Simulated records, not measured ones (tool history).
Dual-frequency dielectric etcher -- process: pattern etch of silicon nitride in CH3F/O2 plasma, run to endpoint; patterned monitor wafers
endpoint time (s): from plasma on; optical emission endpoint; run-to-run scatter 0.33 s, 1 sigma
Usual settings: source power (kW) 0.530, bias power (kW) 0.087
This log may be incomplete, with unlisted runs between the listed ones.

run	hour	source power (kW)	bias power (kW)	wafers since the last listed run	hours since the last wet clean	hours since the last source power generator calibration	hours since the last bias power generator calibration	hours since the last upper electrode change	incoming incoming film thickness, nm	endpoint time (s)
1	0.0	0.530	0.075	0	9.7	3765.8	1995.2	1800.0	61.4	55.9
2	54.4	0.440	0.092	409	64.1	3820.2	2049.6	1854.4	61.7	59.2
3	104.8	0.440	0.092	379	114.5	3870.6	2100.0	1904.8	61.7	58.7
4	163.1	0.460	0.087	439	172.8	3928.9	2158.3	1963.1	62.3	59.6
5	219.4	0.460	0.087	424	229.1	3985.2	2214.6	2019.4	62.2	60.0
6	288.3	0.460	0.087	519	298.0	4054.1	2283.5	2088.3	62.9	61.6
7	338.0	0.570	0.087	374	347.7	4103.8	2333.2	2138.0	62.7	55.9
# hour 377.6: wet clean of the chamber
8	378.1	0.570	0.087	121	0.5	4143.9	2373.3	2178.1	61.8	53.3
9	422.7	0.530	0.087	335	45.1	4188.5	2417.9	2222.7	62.0	55.4
10	493.4	0.530	0.087	532	115.8	4259.2	2488.6	2293.4	61.9	56.0
# hour 514.6: source power generator calibrated
11	552.8	0.530	0.087	417	175.2	38.2	2548.0	2352.8	62.5	57.1
12	577.7	0.570	0.068	187	200.1	63.1	2572.9	2377.7	61.6	58.9
13	646.9	0.530	0.087	521	269.3	132.3	2642.1	2446.9	61.7	56.5
14	714.4	0.640	0.087	508	336.8	199.8	2709.6	2514.4	62.4	53.5
# hour 805.3: wet clean of the chamber
# hour 847.0: upper electrode replaced
15	847.5	0.530	0.106	641	42.2	332.9	2842.7	0.5	62.7	53.0
16	883.8	0.530	0.087	273	78.5	369.2	2879.0	36.8	62.7	56.4
17	923.3	0.630	0.076	297	118.0	408.7	2918.5	76.3	62.4	54.5
# hour 967.4: bias power generator calibrated
18	1131.2	0.530	0.087	1535	325.9	616.6	163.8	284.2	61.6	57.1
19	1160.1	0.600	0.095	217	354.8	645.5	192.7	313.1	62.2	53.3
20	1195.3	0.600	0.081	265	390.0	680.7	227.9	348.3	62.4	56.2
# hour 1259.3: wet clean of the chamber
21	1261.2	0.640	0.073	315	1.9	746.6	293.8	414.2	61.9	53.3
22	1292.8	0.620	0.081	238	33.5	778.2	325.4	445.8	61.5	51.9
23	1352.5	0.600	0.087	449	93.2	837.9	385.1	505.5	62.2	52.7

Consider 5 possible next runs. They are alternatives, not a sequence: every one starts from the tool as it was left by run 23. What does each give?
A	1353.0	0.530	0.099	3	93.7	838.4	385.6	506.0	62.0	?
B	1353.0	0.430	0.087	3	93.7	838.4	385.6	506.0	62.0	?
C	1353.0	0.620	0.076	3	93.7	838.4	385.6	506.0	62.0	?
D	1353.0	0.440	0.108	3	93.7	838.4	385.6	506.0	62.0	?
E	1353.0	0.440	0.071	3	93.7	838.4	385.6	506.0	62.0	?

run	endpoint time (s)
A	53.5
B	61.5
C	54.0
D	56.7
E	64.7
Stripped of hidden state, with their random variation kept, the same runs would have yielded:
run	endpoint time (s)
A	52.9
B	60.9
C	53.4
D	56.1
E	64.0
